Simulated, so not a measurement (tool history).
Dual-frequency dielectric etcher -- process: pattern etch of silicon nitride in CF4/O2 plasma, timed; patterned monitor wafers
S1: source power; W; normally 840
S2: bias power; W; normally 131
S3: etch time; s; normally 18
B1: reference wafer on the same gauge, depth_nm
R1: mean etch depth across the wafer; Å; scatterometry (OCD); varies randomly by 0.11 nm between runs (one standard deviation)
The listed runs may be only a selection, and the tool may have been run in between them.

Run 1, hour 0: usual settings but S1 950 W; B1 56.4. Result: R1 583 Å.
At hour 7.4: wet clean of the chamber.
Run 2, hour 41.3: usual settings but S2 114 W; B1 56.4. Result: R1 521 Å.
Run 3, hour 104.1: usual settings but S2 114 W; B1 56.5. Result: R1 523 Å.
Run 4, hour 166.8: usual settings but S2 114 W; B1 56.7. Result: R1 523 Å.
At hour 211.1: upper electrode replaced.
Run 5, hour 212.1: usual settings but S3 20.5 s; B1 56.8. Result: R1 616 Å.
Run 6, hour 240.5: usual settings; B1 56.8. Result: R1 540 Å.
At hour 290.2: source power generator calibrated.
Run 7, hour 295.6: usual settings but S2 138 W; B1 56.9. Result: R1 550 Å.
At hour 343.4: bias power generator calibrated.
At hour 353.7: gauge calibrated.
Run 8, hour 362.3: usual settings but S1 940 W, S2 119 W, S3 15.5 s; B1 56.2. Result: R1 486 Å.
At hour 396: wet clean of the chamber.
Run 9, hour 414.5: usual settings but S1 650 W, S2 161 W, S3 21 s; B1 56.3. Result: R1 569 Å.
Run 10, hour 451: usual settings; B1 56.3. Result: R1 539 Å.
Run 11, hour 505.4: usual settings but S1 1030 W, S2 102 W, S3 23 s; B1 56.4. Result: R1 737 Å.
Run 12, hour 546.1: usual settings but S1 1010 W, S2 147 W, S3 22 s; B1 56.5. Result: R1 764 Å.
Run 13, hour 595.4: usual settings but S2 159 W, S3 22.5 s; B1 56.6. Result: R1 711 Å.
Run 14, hour 624.6: usual settings but S1 930 W, S2 146 W, S3 15.5 s; B1 56.6. Result: R1 510 Å.
Run 15, hour 678.4: usual settings but S1 690 W, S2 113 W, S3 13 s; B1 56.8. Result: R1 335 Å.

Predict each of these 4 candidate next runs independently; none follows another, all start after run 15:
Run A, hour 678.8: usual settings but S1 940 W; B1 ?. Result: R1 ?.
Run B, hour 678.8: usual settings but S1 960 W, S3 14 s; B1 ?. Result: R1 ?.
Run C, hour 678.8: usual settings but S1 720 W, S3 21.5 s; B1 ?. Result: R1 ?.
Run D, hour 678.8: usual settings but S1 920 W, S2 154 W, S3 23 s; B1 ?. Result: R1 ?.

run    B1   R1
  A  56.7  581
  B  56.7  458
  C  56.7  588
  D  56.7  764
Had the tool no hidden state, the same runs would have come out as:
run   R1
  A  575
  B  453
  C  582
  D  755
